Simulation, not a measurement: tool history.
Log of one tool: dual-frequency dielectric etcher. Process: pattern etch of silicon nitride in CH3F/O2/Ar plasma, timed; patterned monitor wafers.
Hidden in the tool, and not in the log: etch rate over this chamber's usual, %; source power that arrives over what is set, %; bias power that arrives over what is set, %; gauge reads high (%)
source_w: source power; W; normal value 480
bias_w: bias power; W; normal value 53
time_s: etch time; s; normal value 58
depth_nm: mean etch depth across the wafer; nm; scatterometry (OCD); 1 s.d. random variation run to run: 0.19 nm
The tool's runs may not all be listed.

| run | day | source_w | bias_w | time_s | wafers since the last listed run | hours since the last wet clean | hours since the last source power generator calibration | hours since the last bias power generator calibration | hours since the last upper electrode change | hours since the gauge calibration | read-back reference wafer on the same gauge, depth_nm | depth_nm |
|---|---|---|---|---|---|---|---|---|---|---|---|---|
| 1 | 0 | 480 | 53 | 58 | 0 | 360.1 | 1644.5 | 2948.5 | 5732 | 146.1 | 44.01 | 38.17 |
|  | 0.342 | source power generator calibrated |
| 2 | 0.667 | 480 | 53 | 58 | 95 | 376.1 | 7.8 | 2964.5 | 5748 | 162.1 | 43.92 | 38.32 |
|  | 2.088 | upper electrode replaced |
|  | 2.5 | wet clean of the chamber |
| 3 | 2.667 | 480 | 53 | 58 | 111 | 4 | 55.8 | 3012.5 | 13.9 | 210.1 | 43.88 | 38.72 |
| 4 | 3.221 | 480 | 53 | 49.5 | 105 | 17.3 | 69.1 | 3025.8 | 27.2 | 223.4 | 43.87 | 32.72 |
| 5 | 3.808 | 480 | 53 | 49.5 | 112 | 31.4 | 83.2 | 3039.9 | 41.3 | 237.5 | 43.82 | 32.77 |
| 6 | 4.442 | 480 | 53 | 49.5 | 120 | 46.6 | 98.4 | 3055.1 | 56.5 | 252.7 | 43.92 | 32.86 |
| 7 | 4.962 | 480 | 53 | 58 | 99 | 59.1 | 110.9 | 3067.6 | 69 | 265.2 | 43.87 | 38.14 |
| 8 | 5.492 | 360 | 44 | 58 | 100 | 71.8 | 123.6 | 3080.3 | 81.7 | 277.9 | 43.87 | 30.16 |
|  | 5.829 | bias power generator calibrated |
| 9 | 6.229 | 480 | 53 | 58 | 108 | 89.5 | 141.3 | 9.6 | 99.4 | 295.6 | 43.89 | 38.41 |
| 10 | 8.421 | 480 | 44 | 52 | 417 | 142.1 | 193.9 | 62.2 | 152 | 348.2 | 43.88 | 33.02 |
| 11 | 8.771 | 480 | 53 | 58 | 66 | 150.5 | 202.3 | 70.6 | 160.4 | 356.6 | 43.96 | 38.35 |
| 12 | 9.35 | 510 | 61 | 45.5 | 110 | 164.4 | 216.2 | 84.5 | 174.3 | 370.5 | 43.85 | 32.16 |
|  | 9.367 | gauge calibrated |
| 13 | 10.058 | 480 | 53 | 58 | 135 | 181.4 | 233.2 | 101.5 | 191.3 | 16.6 | 43.99 | 38.18 |
| 14 | 10.575 | 480 | 60 | 41.5 | 98 | 193.8 | 245.6 | 113.9 | 203.7 | 29 | 43.88 | 28.19 |

What will run 15 give?
| 15 | 11.129 | 480 | 53 | 49.5 | 105 | 207.1 | 258.9 | 127.2 | 217 | 42.3 | ? | ? |

{"run 15": {"read-back reference wafer on the same gauge, depth_nm": 43.94, "depth_nm": 32.78}}
On a tool with no hidden condition, and with the same random variation, this run would have come out at depth_nm 32.78 nm.
